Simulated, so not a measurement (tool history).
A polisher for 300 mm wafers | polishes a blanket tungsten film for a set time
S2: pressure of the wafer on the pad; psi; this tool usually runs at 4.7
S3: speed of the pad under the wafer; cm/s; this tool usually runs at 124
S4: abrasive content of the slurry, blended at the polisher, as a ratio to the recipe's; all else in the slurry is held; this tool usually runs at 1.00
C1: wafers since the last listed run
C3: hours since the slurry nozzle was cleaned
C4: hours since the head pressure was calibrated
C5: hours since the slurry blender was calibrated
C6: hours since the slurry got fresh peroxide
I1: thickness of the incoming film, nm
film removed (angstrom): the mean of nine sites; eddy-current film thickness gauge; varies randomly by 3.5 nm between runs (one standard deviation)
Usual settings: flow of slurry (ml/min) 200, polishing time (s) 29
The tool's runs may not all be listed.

Run 1, hour 0.0: usual settings; C1 0; wafers polished on this pad 1253; C3 85.4; C4 69.6; C5 34.9; C6 82.6; I1 603.3. Result: film removed (angstrom) 2458.
Run 2, hour 8.4: usual settings; C1 129; wafers polished on this pad 1383; C3 93.8; C4 78.0; C5 43.3; C6 91.0; I1 602.9. Result: film removed (angstrom) 2413.
Run 3, hour 19.3: usual settings but S4 0.80, polishing time (s) 20; C1 168; wafers polished on this pad 1551; C3 104.7; C4 88.9; C5 54.2; C6 101.9; I1 593.6. Result: film removed (angstrom) 1571.
Run 4, hour 31.4: usual settings but S2 6.0 psi, polishing time (s) 23; C1 186; wafers polished on this pad 1738; C3 116.8; C4 101.0; C5 66.3; C6 114.0; I1 600.9. Result: film removed (angstrom) 2337.
Run 5, hour 39.3: usual settings; C1 122; wafers polished on this pad 1860; C3 124.7; C4 108.9; C5 74.2; C6 121.9; I1 609.8. Result: film removed (angstrom) 2357.
At hour 41.7: slurry tank refilled with fresh slurry and peroxide.
At hour 45.1: worn pad replaced by a new one.
Run 6, hour 56.7: usual settings; C1 200; wafers polished on this pad 178; C3 142.1; C4 126.3; C5 91.6; C6 15.0; I1 604.9. Result: film removed (angstrom) 2332.
Run 7, hour 62.8: usual settings; C1 94; wafers polished on this pad 272; C3 148.2; C4 132.4; C5 97.7; C6 21.1; I1 596.7. Result: film removed (angstrom) 2235.
Run 8, hour 72.6: usual settings; C1 151; wafers polished on this pad 424; C3 158.0; C4 142.2; C5 107.5; C6 30.9; I1 603.1. Result: film removed (angstrom) 2309.
Run 9, hour 89.1: usual settings but flow of slurry (ml/min) 165, S2 5.3 psi, S3 138 cm/s, S4 1.15; C1 254; wafers polished on this pad 679; C3 174.5; C4 158.7; C5 124.0; C6 47.4; I1 605.6. Result: film removed (angstrom) 2796.
Run 10, hour 106.6: usual settings but S2 5.4 psi; C1 270; wafers polished on this pad 949; C3 192.0; C4 176.2; C5 141.5; C6 64.9; I1 607.5. Result: film removed (angstrom) 2403.
At hour 113.4: slurry blender recalibrated.
Run 11, hour 115.7: usual settings but flow of slurry (ml/min) 140, S3 136 cm/s, polishing time (s) 22; C1 109; wafers polished on this pad 1059; C3 201.1; C4 185.3; C5 2.3; C6 74.0; I1 593.9. Result: film removed (angstrom) 1942.
Run 12, hour 129.6: usual settings but S2 4.0 psi, polishing time (s) 21; C1 214; wafers polished on this pad 1273; C3 215.0; C4 199.2; C5 16.2; C6 87.9; I1 603.6. Result: film removed (angstrom) 1495.
Run 13, hour 183.2: usual settings; C1 828; wafers polished on this pad 2101; C3 268.6; C4 252.8; C5 69.8; C6 141.5; I1 604.1. Result: film removed (angstrom) 2345.
At hour 188.3: worn pad replaced by a new one.
At hour 189.6: slurry tank refilled with fresh slurry and peroxide.
Run 14, hour 200.2: usual settings; C1 185; wafers polished on this pad 168; C3 285.6; C4 269.8; C5 86.8; C6 10.6; I1 607.5. Result: film removed (angstrom) 2273.
Run 15, hour 211.7: usual settings; C1 177; wafers polished on this pad 346; C3 297.1; C4 281.3; C5 98.3; C6 22.1; I1 593.4. Result: film removed (angstrom) 2286.
Run 16, hour 225.8: usual settings but S2 3.6 psi; C1 217; wafers polished on this pad 564; C3 311.2; C4 295.4; C5 112.4; C6 36.2; I1 599.8. Result: film removed (angstrom) 1853.
Run 17, hour 235.6: usual settings; C1 151; wafers polished on this pad 715; C3 321.0; C4 305.2; C5 122.2; C6 46.0; I1 593.2. Result: film removed (angstrom) 2225.
At hour 246.4: slurry blender recalibrated.
Run 18, hour 261.4: usual settings but flow of slurry (ml/min) 230, S2 4.2 psi, S3 144 cm/s, S4 0.90; C1 367; wafers polished on this pad 1083; C3 346.8; C4 331.0; C5 15.0; C6 71.8; I1 602.8. Result: film removed (angstrom) 2492.
Run 19, hour 268.7: usual settings; C1 112; wafers polished on this pad 1196; C3 354.1; C4 338.3; C5 22.3; C6 79.1; I1 603.5. Result: film removed (angstrom) 2428.
Run 20, hour 277.3: usual settings but S3 154 cm/s, S4 1.25, polishing time (s) 35; C1 132; wafers polished on this pad 1328; C3 362.7; C4 346.9; C5 30.9; C6 87.7; I1 594.8. Result: film removed (angstrom) 3804.
Run 21, hour 292.5: usual settings but flow of slurry (ml/min) 220, S3 96 cm/s, polishing time (s) 21; C1 234; wafers polished on this pad 1563; C3 377.9; C4 362.1; C5 46.1; C6 102.9; I1 602.4. Result: film removed (angstrom) 1337.
At hour 303.0: slurry tank refilled with fresh slurry and peroxide.
Run 22, hour 306.5: usual settings; C1 200; wafers polished on this pad 1764; C3 391.9; C4 376.1; C5 60.1; C6 3.5; I1 590.1. Result: film removed (angstrom) 2358.
Run 23, hour 314.6: usual settings but flow of slurry (ml/min) 160, S2 3.7 psi, S3 96 cm/s; C1 125; wafers polished on this pad 1889; C3 400.0; C4 384.2; C5 68.2; C6 11.6; I1 608.8. Result: film removed (angstrom) 1528.
Run 24, hour 322.8: usual settings; C1 126; wafers polished on this pad 2016; C3 408.2; C4 392.4; C5 76.4; C6 19.8; I1 605.3. Result: film removed (angstrom) 2404.
At hour 335.5: worn pad replaced by a new one.
Run 25, hour 340.8: usual settings but flow of slurry (ml/min) 235, S2 6.0 psi; C1 216; wafers polished on this pad 81; C3 426.2; C4 410.4; C5 94.4; C6 37.8; I1 610.4. Result: film removed (angstrom) 2899.
Run 26, hour 348.8: usual settings but flow of slurry (ml/min) 265; C1 123; wafers polished on this pad 205; C3 434.2; C4 418.4; C5 102.4; C6 45.8; I1 603.2. Result: film removed (angstrom) 2394.
Run 27, hour 356.3: usual settings but polishing time (s) 24; C1 115; wafers polished on this pad 321; C3 441.7; C4 425.9; C5 109.9; C6 53.3; I1 593.0. Result: film removed (angstrom) 1842.

4 options for the next run, each taken on its own from the tool as it stands now. Forecast them:
Run A, hour 356.7: usual settings; C1 6; wafers polished on this pad 327; C3 442.1; C4 426.3; C5 110.3; C6 53.7; I1 593.2. Result: film removed (angstrom) ?.
Run B, hour 356.7: usual settings but S2 6.0 psi, polishing time (s) 38; C1 6; wafers polished on this pad 327; C3 442.1; C4 426.3; C5 110.3; C6 53.7; I1 593.2. Result: film removed (angstrom) ?.
Run C, hour 356.7: usual settings but flow of slurry (ml/min) 140, polishing time (s) 38; C1 6; wafers polished on this pad 327; C3 442.1; C4 426.3; C5 110.3; C6 53.7; I1 593.2. Result: film removed (angstrom) ?.
Run D, hour 356.7: usual settings but flow of slurry (ml/min) 260; C1 6; wafers polished on this pad 327; C3 442.1; C4 426.3; C5 110.3; C6 53.7; I1 593.2. Result: film removed (angstrom) ?.

run  film removed (angstrom)
  A                     2331
  B                     3744
  C                     2924
  D                     2393
With the hidden condition removed and each run's random variation left untouched, the same runs would have given:
run  film removed (angstrom)
  A                     2473
  B                     3972
  C                     3102
  D                     2539
